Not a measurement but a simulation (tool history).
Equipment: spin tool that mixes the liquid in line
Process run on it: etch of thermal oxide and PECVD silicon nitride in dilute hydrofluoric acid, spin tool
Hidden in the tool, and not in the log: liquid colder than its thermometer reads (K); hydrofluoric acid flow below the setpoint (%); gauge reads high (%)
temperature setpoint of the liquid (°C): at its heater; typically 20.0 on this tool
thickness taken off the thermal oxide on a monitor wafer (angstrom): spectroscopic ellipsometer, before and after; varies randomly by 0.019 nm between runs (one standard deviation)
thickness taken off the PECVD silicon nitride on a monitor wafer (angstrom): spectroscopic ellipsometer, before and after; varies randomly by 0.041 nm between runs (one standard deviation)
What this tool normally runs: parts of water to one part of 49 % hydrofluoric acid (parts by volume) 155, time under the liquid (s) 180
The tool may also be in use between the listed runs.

run,hour,temperature setpoint of the liquid (°C),parts of water to one part of 49 % hydrofluoric acid (parts by volume),time under the liquid (s),wafers since the last listed run,hours since the thermometer was replaced,hours since the hydrofluoric acid flow meter was replaced,hours since the gauge calibration,"read-back film thickness of the thermal oxide reference wafer, read on the same gauge (nm)","read-back film thickness of the PECVD silicon nitride reference wafer, read on the same gauge (nm)",thickness taken off the thermal oxide on a monitor wafer (angstrom),thickness taken off the PECVD silicon nitride on a monitor wafer (angstrom)
1,0.0,20.0,155,180,0,2918.6,348.1,363.2,70.012,79.99,37.81,41.5
2,68.4,20.0,155,180,531,2987.0,416.5,431.6,70.016,79.97,37.66,41.3
3,95.2,17.5,155,180,208,3013.8,443.3,458.4,70.002,80.02,33.81,35.4
4,114.0,17.5,155,180,146,3032.6,462.1,477.2,70.035,79.94,33.59,34.8
5,127.8,17.0,155,180,107,3046.4,475.9,491.0,69.989,79.99,33.13,33.9
6,159.6,20.0,110,180,247,3078.2,507.7,522.8,70.020,80.01,54.92,57.8
# hour 173.1: hydrofluoric acid flow meter replaced
7,195.6,20.0,110,180,271,3114.2,22.5,558.8,70.009,80.00,56.90,59.6
8,226.1,21.5,155,180,237,3144.7,53.0,589.3,70.003,79.98,40.99,47.4
9,242.6,21.5,155,180,128,3161.2,69.5,605.8,70.019,79.99,40.65,47.0
# hour 248.0: gauge calibrated
10,259.2,18.5,155,180,129,3177.8,86.1,11.2,69.987,80.02,36.20,38.2
# hour 262.2: thermometer replaced
11,282.2,17.0,175,285,170,20.0,109.1,34.2,69.991,79.95,52.35,58.4
12,312.3,20.0,120,275,233,50.1,139.2,64.3,70.020,79.99,87.16,97.8
13,334.0,20.0,205,85,168,71.8,160.9,86.0,69.989,80.04,14.33,18.1
14,407.6,22.0,155,130,571,145.4,234.5,159.6,70.008,80.02,32.70,40.8
15,431.5,20.0,215,180,185,169.3,258.4,183.5,69.996,79.96,28.67,36.4
16,466.7,20.0,155,180,273,204.5,293.6,218.7,70.008,79.94,41.75,49.1
17,496.4,17.5,110,215,230,234.2,323.3,248.4,70.001,79.96,66.28,69.8
18,517.8,17.0,175,285,166,255.6,344.7,269.8,69.972,79.95,50.45,57.5
19,545.3,24.0,90,140,213,283.1,372.2,297.3,69.966,80.01,70.12,84.3

Results per run with the tool's hidden condition removed, run-to-run variation unchanged:
run,thickness taken off the thermal oxide on a monitor wafer (angstrom),thickness taken off the PECVD silicon nitride on a monitor wafer (angstrom)
1,43.40,50.9
2,43.56,51.1
3,39.34,44.1
4,39.16,43.4
5,38.72,42.4
6,64.31,72.5
7,63.97,72.2
8,46.04,57.3
9,45.73,57.0
10,40.95,46.7
11,53.35,59.8
12,89.13,100.6
13,14.69,18.6
14,33.80,42.4
15,29.73,37.9
16,43.45,51.4
17,69.19,73.5
18,52.84,60.6
19,73.57,89.3
